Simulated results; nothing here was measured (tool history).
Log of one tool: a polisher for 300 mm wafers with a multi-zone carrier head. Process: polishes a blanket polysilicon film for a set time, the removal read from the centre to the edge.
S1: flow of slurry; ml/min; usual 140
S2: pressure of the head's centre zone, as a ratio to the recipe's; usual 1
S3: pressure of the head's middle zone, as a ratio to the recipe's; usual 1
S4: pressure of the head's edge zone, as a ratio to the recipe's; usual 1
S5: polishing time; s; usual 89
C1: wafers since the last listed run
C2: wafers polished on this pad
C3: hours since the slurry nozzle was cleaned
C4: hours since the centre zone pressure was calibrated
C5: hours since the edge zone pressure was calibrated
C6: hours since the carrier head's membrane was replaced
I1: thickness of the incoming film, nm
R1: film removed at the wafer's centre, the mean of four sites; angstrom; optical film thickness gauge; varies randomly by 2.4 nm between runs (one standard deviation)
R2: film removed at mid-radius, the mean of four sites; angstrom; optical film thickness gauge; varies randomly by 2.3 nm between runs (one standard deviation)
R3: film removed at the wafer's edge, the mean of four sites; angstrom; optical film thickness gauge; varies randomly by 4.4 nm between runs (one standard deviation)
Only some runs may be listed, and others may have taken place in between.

run 1 day=0 | S1=140 S2=0.89 S3=1 S4=1 S5=89 | C1=0 C2=1419 C3=523.8 C4=75.4 C5=223.4 C6=126 | I1=1910.7 | R1=3123 R2=3446 R3=3440
run 2 day=1.325 | S1=110 S2=1 S3=1 S4=1 S5=89 | C1=294 C2=1713 C3=555.6 C4=107.2 C5=255.2 C6=157.8 | I1=1889.9 | R1=3277 R2=3333 R3=3347
-- day=2.317 worn pad replaced by a new one, of another model than before
run 3 day=2.583 | S1=140 S2=1 S3=1 S4=1 S5=89 | C1=242 C2=59 C3=585.8 C4=137.4 C5=285.4 C6=188 | I1=1891.4 | R1=3587 R2=3665 R3=3546
run 4 day=3.346 | S1=185 S2=1 S3=1 S4=1 S5=64 | C1=169 C2=228 C3=604.1 C4=155.7 C5=303.7 C6=206.3 | I1=1866.6 | R1=2685 R2=2678 R3=2625
run 5 day=4.771 | S1=140 S2=1 S3=1 S4=1 S5=89 | C1=316 C2=544 C3=638.3 C4=189.9 C5=337.9 C6=240.5 | I1=1877.4 | R1=3554 R2=3561 R3=3509
run 6 day=5.508 | S1=115 S2=1 S3=1 S4=1 S5=89 | C1=163 C2=708 C3=656 C4=207.6 C5=355.6 C6=258.2 | I1=1887.2 | R1=3443 R2=3413 R3=3486
run 7 day=6.546 | S1=170 S2=1 S3=1 S4=1.1 S5=78 | C1=230 C2=939 C3=680.9 C4=232.5 C5=380.5 C6=283.1 | I1=1882.8 | R1=3146 R2=3144 R3=3256
run 8 day=7.246 | S1=140 S2=1 S3=1 S4=1 S5=89 | C1=155 C2=1094 C3=697.7 C4=249.3 C5=397.3 C6=299.9 | I1=1907.6 | R1=3461 R2=3486 R3=3493
run 9 day=7.875 | S1=140 S2=1.07 S3=0.91 S4=1 S5=65 | C1=139 C2=1234 C3=712.8 C4=264.4 C5=412.4 C6=315 | I1=1876.7 | R1=2711 R2=2378 R3=2508
-- day=8.758 slurry nozzle cleaned
run 10 day=8.8 | S1=140 S2=1 S3=0.93 S4=1.08 S5=63 | C1=196 C2=1430 C3=1 C4=286.6 C5=434.6 C6=337.2 | I1=1897.9 | R1=2443 R2=2321 R3=2535
-- day=10.158 edge zone pressure recalibrated
-- day=10.271 worn pad replaced by a new one
run 11 day=10.292 | S1=140 S2=1.06 S3=0.97 S4=1.09 S5=89 | C1=287 C2=4 C3=36.8 C4=322.4 C5=3.2 C6=373 | I1=1882.7 | R1=3779 R2=3513 R3=3717
run 12 day=10.771 | S1=115 S2=1 S3=1.05 S4=1.08 S5=76 | C1=106 C2=111 C3=48.3 C4=333.9 C5=14.7 C6=384.5 | I1=1908.3 | R1=2994 R2=3129 R3=3018
run 13 day=11.425 | S1=90 S2=1.05 S3=1 S4=0.89 S5=80 | C1=145 C2=256 C3=64 C4=349.6 C5=30.4 C6=400.2 | I1=1900.3 | R1=3143 R2=3021 R3=2929
run 14 day=12.188 | S1=140 S2=1 S3=1 S4=1 S5=89 | C1=169 C2=425 C3=82.3 C4=367.9 C5=48.7 C6=418.5 | I1=1918.8 | R1=3527 R2=3530 R3=3494
run 15 day=12.812 | S1=100 S2=1 S3=0.9 S4=1 S5=89 | C1=138 C2=564 C3=97.3 C4=382.9 C5=63.7 C6=433.5 | I1=1887.2 | R1=3313 R2=3089 R3=3399
run 16 day=14.062 | S1=140 S2=1 S3=1 S4=1 S5=89 | C1=277 C2=842 C3=127.3 C4=412.9 C5=93.7 C6=463.5 | I1=1850.3 | R1=3486 R2=3482 R3=3546
run 17 day=15.375 | S1=140 S2=1.07 S3=0.91 S4=1 S5=65 | C1=291 C2=1133 C3=158.8 C4=444.4 C5=125.2 C6=495 | I1=1870 | R1=2688 R2=2356 R3=2475
run 18 day=16.371 | S1=165 S2=0.92 S3=1 S4=1.05 S5=114 | C1=221 C2=1355 C3=182.7 C4=468.3 C5=149.1 C6=518.9 | I1=1862.1 | R1=4125 R2=4531 R3=4489
run 19 day=17.521 | S1=140 S2=1.12 S3=1 S4=1 S5=89 | C1=255 C2=1610 C3=210.3 C4=495.9 C5=176.7 C6=546.5 | I1=1861.4 | R1=3820 R2=3463 R3=3422
run 20 day=18.579 | S1=140 S2=1 S3=1 S4=1 S5=89 | C1=235 C2=1845 C3=235.7 C4=521.3 C5=202.1 C6=571.9 | I1=1848.5 | R1=3452 R2=3483 R3=3353
-- day=19.125 worn pad replaced by a new one
run 21 day=19.175 | S1=140 S2=1 S3=1 S4=1 S5=89 | C1=95 C2=11 C3=250 C4=535.6 C5=216.4 C6=586.2 | I1=1866.8 | R1=3622 R2=3643 R3=3694

Give the tool's hidden conditions for every run:
slurry flow missing at the pad, %: 0 at every run
deviation of the centre zone's pressure from its setpoint, %: 0 at every run
deviation of the edge zone's pressure from its setpoint, %: 0 at every run
H1: removal rate lost through wear of the pad, %
run=1 H1=4.81
run=2 H1=5
run=3 H1=0.985
run=4 H1=2.05
run=5 H1=3.42
run=6 H1=3.9
run=7 H1=4.41
run=8 H1=4.66
run=9 H1=4.84
run=10 H1=5.04
run=11 H1=1.22
run=12 H1=1.98
run=13 H1=2.84
run=14 H1=3.62
run=15 H1=4.12
run=16 H1=4.86
run=17 H1=5.35
run=18 H1=5.6
run=19 H1=5.8
run=20 H1=5.93
run=21 H1=0.448
